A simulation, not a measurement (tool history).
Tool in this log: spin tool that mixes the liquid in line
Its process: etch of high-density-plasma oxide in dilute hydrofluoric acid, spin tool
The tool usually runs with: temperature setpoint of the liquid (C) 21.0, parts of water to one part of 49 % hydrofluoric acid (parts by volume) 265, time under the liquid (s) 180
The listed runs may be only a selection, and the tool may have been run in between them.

| run | hour | temperature setpoint of the liquid (C) | parts of water to one part of 49 % hydrofluoric acid (parts by volume) | time under the liquid (s) | wafers since the last listed run | hours since the thermometer was replaced | hours since the hydrofluoric acid flow meter was replaced | hours since the gauge calibration | read-back film thickness of the high-density-plasma oxide reference wafer, read on the same gauge (nm) | thickness taken off the high-density-plasma oxide on a monitor wafer (nm) |
|---|---|---|---|---|---|---|---|---|---|---|
| 1 | 0.0 | 21.0 | 350 | 180 | 0 | 694.7 | 597.4 | 167.8 | 79.99 | 3.76 |
| 2 | 28.4 | 21.0 | 295 | 180 | 246 | 723.1 | 625.8 | 196.2 | 80.04 | 4.68 |
| 3 | 71.9 | 21.0 | 175 | 180 | 378 | 766.6 | 669.3 | 239.7 | 80.00 | 8.90 |
| 4 | 106.0 | 21.0 | 175 | 180 | 296 | 800.7 | 703.4 | 273.8 | 79.98 | 9.12 |
| 5 | 125.6 | 21.0 | 175 | 180 | 170 | 820.3 | 723.0 | 293.4 | 80.02 | 9.13 |
| 6 | 141.1 | 21.0 | 265 | 180 | 134 | 835.8 | 738.5 | 308.9 | 80.01 | 5.40 |
| 7 | 174.0 | 21.0 | 265 | 180 | 286 | 868.7 | 771.4 | 341.8 | 80.00 | 5.40 |
| 8 | 191.0 | 21.0 | 265 | 180 | 147 | 885.7 | 788.4 | 358.8 | 80.04 | 5.36 |
| 9 | 208.5 | 21.0 | 265 | 215 | 152 | 903.2 | 805.9 | 376.3 | 80.01 | 6.45 |
| 10 | 240.5 | 21.0 | 265 | 215 | 278 | 935.2 | 837.9 | 408.3 | 80.03 | 6.38 |
| 11 | 261.9 | 21.0 | 265 | 180 | 186 | 956.6 | 859.3 | 429.7 | 80.01 | 5.38 |
|  | 286.6 | gauge calibrated |
|  | 294.8 | thermometer replaced |
| 12 | 295.4 | 21.0 | 265 | 180 | 282 | 0.6 | 892.8 | 8.8 | 79.97 | 4.93 |
| 13 | 313.2 | 21.0 | 265 | 180 | 154 | 18.4 | 910.6 | 26.6 | 79.98 | 4.89 |
| 14 | 327.1 | 21.0 | 265 | 90 | 120 | 32.3 | 924.5 | 40.5 | 79.95 | 2.41 |
| 15 | 342.8 | 23.5 | 265 | 230 | 136 | 48.0 | 940.2 | 56.2 | 79.97 | 6.72 |
| 16 | 365.7 | 21.0 | 360 | 140 | 199 | 70.9 | 963.1 | 79.1 | 80.00 | 2.54 |
| 17 | 388.9 | 17.0 | 265 | 80 | 201 | 94.1 | 986.3 | 102.3 | 80.03 | 1.85 |
|  | 417.0 | hydrofluoric acid flow meter replaced |
| 18 | 478.5 | 24.0 | 265 | 120 | 770 | 183.7 | 61.5 | 191.9 | 79.99 | 4.20 |
| 19 | 505.4 | 21.0 | 265 | 180 | 233 | 210.6 | 88.4 | 218.8 | 80.00 | 5.56 |
| 20 | 522.0 | 21.0 | 265 | 265 | 144 | 227.2 | 105.0 | 235.4 | 80.00 | 8.29 |
| 21 | 535.0 | 21.0 | 175 | 180 | 113 | 240.2 | 118.0 | 248.4 | 79.97 | 9.16 |
| 22 | 564.2 | 21.0 | 265 | 180 | 253 | 269.4 | 147.2 | 277.6 | 80.01 | 5.53 |
| 23 | 577.5 | 17.0 | 300 | 270 | 115 | 282.7 | 160.5 | 290.9 | 80.00 | 6.14 |
| 24 | 591.2 | 23.0 | 265 | 250 | 119 | 296.4 | 174.2 | 304.6 | 79.99 | 8.25 |
| 25 | 621.6 | 23.5 | 265 | 245 | 264 | 326.8 | 204.6 | 335.0 | 79.99 | 8.33 |
| 26 | 650.9 | 21.0 | 265 | 180 | 254 | 356.1 | 233.9 | 364.3 | 80.01 | 5.54 |

Subtracting, for every run, the result it would have given without the tool's unlogged condition from the measured result gives the following. The same run-to-run variation enters both numbers; the gauge's scatter may not:
Unlogged tool condition in this case: liquid hotter than its thermometer reads (K); hydrofluoric acid flow below the setpoint (%); gauge reads high (%).
| run | thickness taken off the high-density-plasma oxide on a monitor wafer (nm) |
|---|---|
| 1 | -0.09 |
| 2 | -0.10 |
| 3 | -0.08 |
| 4 | -0.10 |
| 5 | -0.10 |
| 6 | -0.13 |
| 7 | -0.15 |
| 8 | -0.15 |
| 9 | -0.18 |
| 10 | -0.19 |
| 11 | -0.18 |
| 12 | -0.66 |
| 13 | -0.66 |
| 14 | -0.33 |
| 15 | -0.94 |
| 16 | -0.37 |
| 17 | -0.25 |
| 18 | +0.05 |
| 19 | +0.07 |
| 20 | +0.08 |
| 21 | +0.11 |
| 22 | +0.05 |
| 23 | +0.06 |
| 24 | +0.05 |
| 25 | +0.03 |
| 26 | +0.02 |

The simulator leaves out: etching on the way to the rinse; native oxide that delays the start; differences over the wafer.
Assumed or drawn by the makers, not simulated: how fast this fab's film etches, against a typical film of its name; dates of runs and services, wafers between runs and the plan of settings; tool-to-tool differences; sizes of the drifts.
